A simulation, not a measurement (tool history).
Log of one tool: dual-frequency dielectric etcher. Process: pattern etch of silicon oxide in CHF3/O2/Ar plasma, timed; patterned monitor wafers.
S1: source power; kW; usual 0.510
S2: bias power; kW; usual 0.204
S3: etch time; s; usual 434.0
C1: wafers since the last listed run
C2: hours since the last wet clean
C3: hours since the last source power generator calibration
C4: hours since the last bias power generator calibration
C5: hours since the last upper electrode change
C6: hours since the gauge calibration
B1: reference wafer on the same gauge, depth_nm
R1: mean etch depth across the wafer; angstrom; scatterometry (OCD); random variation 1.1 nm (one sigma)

Run 1, day 0.000: usual settings but S1 0.580 kW; C1 0; C2 113.5; C3 2731.6; C4 2515.8; C5 4249.8; C6 185.4; B1 635.9. Result: R1 7957 angstrom.
Run 2, day 1.558: usual settings but S1 0.580 kW; C1 163; C2 150.9; C3 2769.0; C4 2553.2; C5 4287.2; C6 222.8; B1 635.9. Result: R1 7925 angstrom.
Run 3, day 2.892: usual settings but S2 0.215 kW; C1 139; C2 182.9; C3 2801.0; C4 2585.2; C5 4319.2; C6 254.8; B1 636.1. Result: R1 7782 angstrom.
Run 4, day 4.225: usual settings but S2 0.215 kW; C1 139; C2 214.9; C3 2833.0; C4 2617.2; C5 4351.2; C6 286.8; B1 636.1. Result: R1 7760 angstrom.
Run 5, day 5.938: usual settings but S2 0.215 kW; C1 179; C2 256.0; C3 2874.1; C4 2658.3; C5 4392.3; C6 327.9; B1 635.7. Result: R1 7736 angstrom.
Run 6, day 8.154: usual settings but S3 520.0 s; C1 232; C2 309.2; C3 2927.3; C4 2711.5; C5 4445.5; C6 381.1; B1 635.8. Result: R1 9042 angstrom.
Run 7, day 10.096: usual settings but S3 520.0 s; C1 203; C2 355.8; C3 2973.9; C4 2758.1; C5 4492.1; C6 427.7; B1 636.1. Result: R1 9039 angstrom.
Run 8, day 11.800: usual settings but S3 520.0 s; C1 178; C2 396.7; C3 3014.8; C4 2799.0; C5 4533.0; C6 468.6; B1 635.9. Result: R1 9012 angstrom.
At day 12.929: wet clean of the chamber.
Run 9, day 14.450: usual settings but S2 0.220 kW; C1 172; C2 36.5; C3 3078.4; C4 2862.6; C5 4596.6; C6 532.2; B1 636.0. Result: R1 7883 angstrom.
At day 20.275: upper electrode replaced.
Run 10, day 22.521: usual settings but S3 523.5 s; C1 740; C2 230.2; C3 3272.1; C4 3056.3; C5 53.9; C6 725.9; B1 636.0. Result: R1 9136 angstrom.
Run 11, day 25.283: usual settings but S1 0.560 kW, S3 548.0 s; C1 289; C2 296.5; C3 3338.4; C4 3122.6; C5 120.2; C6 792.2; B1 635.9. Result: R1 9848 angstrom.
Run 12, day 28.138: usual settings but S1 0.570 kW, S2 0.241 kW, S3 530.5 s; C1 298; C2 365.0; C3 3406.9; C4 3191.1; C5 188.7; C6 860.7; B1 635.9. Result: R1 10283 angstrom.
At day 28.354: bias power generator calibrated.
At day 29.062: source power generator calibrated.
At day 30.175: wet clean of the chamber.
Run 13, day 30.904: usual settings but S1 0.410 kW, S3 368.0 s; C1 150; C2 17.5; C3 44.2; C4 61.2; C5 255.1; C6 927.1; B1 636.2. Result: R1 5910 angstrom.
At day 30.942: gauge calibrated.
Run 14, day 33.021: usual settings but S1 0.410 kW, S3 368.0 s; C1 221; C2 68.3; C3 95.0; C4 112.0; C5 305.9; C6 49.9; B1 636.0. Result: R1 5918 angstrom.
Run 15, day 35.246: usual settings but S1 0.570 kW; C1 232; C2 121.7; C3 148.4; C4 165.4; C5 359.3; C6 103.3; B1 635.8. Result: R1 7777 angstrom.
Run 16, day 37.212: usual settings; C1 205; C2 168.9; C3 195.6; C4 212.6; C5 406.5; C6 150.5; B1 636.3. Result: R1 7488 angstrom.
Run 17, day 38.783: usual settings but S1 0.430 kW, S2 0.239 kW, S3 470.5 s; C1 164; C2 206.6; C3 233.3; C4 250.3; C5 444.2; C6 188.2; B1 636.3. Result: R1 8181 angstrom.

Hidden state or all else? Some run-to-run changes of R1, split into what the settings, what came in and random variation would give without the hidden state, and what is left for the hidden state (with any gauge scatter that isn't in both results):
The hidden state here: etch rate over this chamber's usual, %; source power that arrives over what is set, %; bias power that arrives over what is set, %; gauge reads high (%).
Run 8 -> 9: S2 0.204 -> 0.220, S3 520.0 -> 434.0, wet clean of the chamber. R1 -1129 angstrom: hidden state +111, all else -1240.
Run 12 -> 13: S1 0.570 -> 0.410, S2 0.241 -> 0.204, S3 530.5 -> 368.0, bias power generator calibrated, source power generator calibrated, wet clean of the chamber. R1 -4373 angstrom: hidden state -70, all else -4303.
